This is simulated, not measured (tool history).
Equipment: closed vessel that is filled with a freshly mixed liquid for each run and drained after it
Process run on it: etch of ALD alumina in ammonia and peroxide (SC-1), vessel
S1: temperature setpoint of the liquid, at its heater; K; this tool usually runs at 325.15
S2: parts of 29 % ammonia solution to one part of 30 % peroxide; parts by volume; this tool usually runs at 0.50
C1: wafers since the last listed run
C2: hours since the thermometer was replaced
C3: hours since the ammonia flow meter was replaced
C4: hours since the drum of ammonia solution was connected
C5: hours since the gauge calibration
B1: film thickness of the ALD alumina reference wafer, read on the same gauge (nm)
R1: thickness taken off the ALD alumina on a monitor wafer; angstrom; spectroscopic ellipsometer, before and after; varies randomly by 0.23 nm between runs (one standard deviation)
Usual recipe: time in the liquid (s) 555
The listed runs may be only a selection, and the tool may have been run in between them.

run 1 hour=0.0 | S1=325.15 S2=0.50 time_in_the_liquid_(s)=450 | C1=0 C2=2169.1 C3=549.9 C4=455.6 C5=1422.8 | B1=93.63 | R1=325.1
run 2 hour=44.3 | S1=325.15 S2=0.55 time_in_the_liquid_(s)=765 | C1=4257 C2=2213.4 C3=594.2 C4=499.9 C5=1467.1 | B1=93.65 | R1=556.3
run 3 hour=145.8 | S1=325.15 S2=0.50 time_in_the_liquid_(s)=555 | C1=9753 C2=2314.9 C3=695.7 C4=601.4 C5=1568.6 | B1=93.76 | R1=404.0
-- hour=198.8 thermometer replaced
run 4 hour=246.6 | S1=320.65 S2=0.70 time_in_the_liquid_(s)=555 | C1=9590 C2=47.8 C3=796.5 C4=702.2 C5=1669.4 | B1=93.76 | R1=323.0
run 5 hour=348.1 | S1=320.65 S2=0.70 time_in_the_liquid_(s)=555 | C1=9753 C2=149.3 C3=898.0 C4=803.7 C5=1770.9 | B1=93.75 | R1=321.7
-- hour=413.6 gauge calibrated
run 6 hour=421.9 | S1=325.15 S2=0.50 time_in_the_liquid_(s)=555 | C1=7091 C2=223.1 C3=971.8 C4=877.5 C5=8.3 | B1=89.99 | R1=380.2
run 7 hour=516.2 | S1=325.15 S2=0.50 time_in_the_liquid_(s)=555 | C1=9061 C2=317.4 C3=1066.1 C4=971.8 C5=102.6 | B1=90.40 | R1=386.9
run 8 hour=576.1 | S1=325.15 S2=0.50 time_in_the_liquid_(s)=555 | C1=5756 C2=377.3 C3=1126.0 C4=1031.7 C5=162.5 | B1=90.62 | R1=389.9
-- hour=578.5 ammonia flow meter replaced
-- hour=646.5 new drum of ammonia solution connected
run 9 hour=658.7 | S1=320.65 S2=0.50 time_in_the_liquid_(s)=380 | C1=7745 C2=459.9 C3=80.2 C4=12.2 C5=245.1 | B1=90.97 | R1=205.3
run 10 hour=742.0 | S1=325.15 S2=0.50 time_in_the_liquid_(s)=830 | C1=8004 C2=543.2 C3=163.5 C4=95.5 C5=328.4 | B1=91.22 | R1=581.5
run 11 hour=848.3 | S1=320.15 S2=0.50 time_in_the_liquid_(s)=555 | C1=10215 C2=649.5 C3=269.8 C4=201.8 C5=434.7 | B1=91.57 | R1=298.8
run 12 hour=917.9 | S1=325.15 S2=0.30 time_in_the_liquid_(s)=285 | C1=6688 C2=719.1 C3=339.4 C4=271.4 C5=504.3 | B1=91.73 | R1=190.0
run 13 hour=1003.6 | S1=325.15 S2=0.50 time_in_the_liquid_(s)=555 | C1=8235 C2=804.8 C3=425.1 C4=357.1 C5=590.0 | B1=91.92 | R1=392.1
run 14 hour=1089.0 | S1=325.15 S2=0.50 time_in_the_liquid_(s)=675 | C1=8206 C2=890.2 C3=510.5 C4=442.5 C5=675.4 | B1=92.13 | R1=482.6
run 15 hour=1134.1 | S1=325.15 S2=0.40 time_in_the_liquid_(s)=555 | C1=4333 C2=935.3 C3=555.6 C4=487.6 C5=720.5 | B1=92.18 | R1=381.6
run 16 hour=1200.1 | S1=325.15 S2=0.65 time_in_the_liquid_(s)=865 | C1=6342 C2=1001.3 C3=621.6 C4=553.6 C5=786.5 | B1=92.30 | R1=628.2
run 17 hour=1265.3 | S1=328.15 S2=0.40 time_in_the_liquid_(s)=340 | C1=6265 C2=1066.5 C3=686.8 C4=618.8 C5=851.7 | B1=92.41 | R1=276.1
run 18 hour=1447.6 | S1=333.15 S2=0.40 time_in_the_liquid_(s)=370 | C1=17518 C2=1248.8 C3=869.1 C4=801.1 C5=1034.0 | B1=92.68 | R1=392.9
run 19 hour=1489.3 | S1=325.15 S2=0.30 time_in_the_liquid_(s)=555 | C1=4007 C2=1290.5 C3=910.8 C4=842.8 C5=1075.7 | B1=92.70 | R1=378.3
run 20 hour=1527.4 | S1=320.65 S2=0.50 time_in_the_liquid_(s)=555 | C1=3661 C2=1328.6 C3=948.9 C4=880.9 C5=1113.8 | B1=92.68 | R1=307.0
-- hour=1608.9 new drum of ammonia solution connected
run 21 hour=1618.0 | S1=333.15 S2=0.40 time_in_the_liquid_(s)=370 | C1=8610 C2=1419.2 C3=1039.5 C4=9.1 C5=1204.4 | B1=92.81 | R1=394.1
run 22 hour=1716.5 | S1=334.65 S2=0.70 time_in_the_liquid_(s)=555 | C1=9465 C2=1517.7 C3=1138.0 C4=107.6 C5=1302.9 | B1=92.89 | R1=672.6
run 23 hour=1781.7 | S1=325.15 S2=0.50 time_in_the_liquid_(s)=555 | C1=6265 C2=1582.9 C3=1203.2 C4=172.8 C5=1368.1 | B1=92.94 | R1=392.1
-- hour=1829.2 ammonia flow meter replaced
run 24 hour=1886.1 | S1=325.15 S2=0.50 time_in_the_liquid_(s)=330 | C1=9936 C2=1687.3 C3=56.9 C4=277.2 C5=1472.5 | B1=93.02 | R1=234.5
run 25 hour=1937.6 | S1=319.65 S2=0.70 time_in_the_liquid_(s)=795 | C1=4948 C2=1738.8 C3=108.4 C4=328.7 C5=1524.0 | B1=93.07 | R1=432.4
run 26 hour=2029.9 | S1=325.15 S2=0.50 time_in_the_liquid_(s)=555 | C1=8869 C2=1831.1 C3=200.7 C4=421.0 C5=1616.3 | B1=93.15 | R1=399.8
run 27 hour=2123.4 | S1=325.15 S2=0.55 time_in_the_liquid_(s)=555 | C1=8984 C2=1924.6 C3=294.2 C4=514.5 C5=1709.8 | B1=93.13 | R1=398.0
run 28 hour=2188.7 | S1=315.65 S2=0.50 time_in_the_liquid_(s)=780 | C1=6275 C2=1989.9 C3=359.5 C4=579.8 C5=1775.1 | B1=93.22 | R1=328.2
run 29 hour=2248.4 | S1=325.15 S2=0.50 time_in_the_liquid_(s)=555 | C1=5736 C2=2049.6 C3=419.2 C4=639.5 C5=1834.8 | B1=93.22 | R1=398.7
run 30 hour=2303.8 | S1=316.65 S2=0.50 time_in_the_liquid_(s)=555 | C1=5323 C2=2105.0 C3=474.6 C4=694.9 C5=1890.2 | B1=93.22 | R1=246.7

For each run, the measured value with the value that run would have given without the tool's hidden condition subtracted. The run-to-run variation is shared by both, the gauge scatter possibly not:
What the log doesn't record here: liquid hotter than its thermometer reads (K); ammonia flow below the setpoint (%); ammonia solution weaker than its label (%); gauge reads high (%).
run=1 R1=+12.7
run=2 R1=+21.7
run=3 R1=+16.0
run=4 R1=+13.1
run=5 R1=+13.1
run=6 R1=-0.2
run=7 R1=+1.6
run=8 R1=+2.8
run=9 R1=+2.2
run=10 R1=+7.8
run=11 R1=+5.0
run=12 R1=+3.6
run=13 R1=+8.2
run=14 R1=+11.0
run=15 R1=+9.0
run=16 R1=+15.6
run=17 R1=+7.2
run=18 R1=+11.2
run=19 R1=+11.0
run=20 R1=+9.0
run=21 R1=+12.0
run=22 R1=+21.1
run=23 R1=+12.5
run=24 R1=+7.6
run=25 R1=+14.2
run=26 R1=+13.4
run=27 R1=+13.5
run=28 R1=+11.2
run=29 R1=+13.7
run=30 R1=+8.5
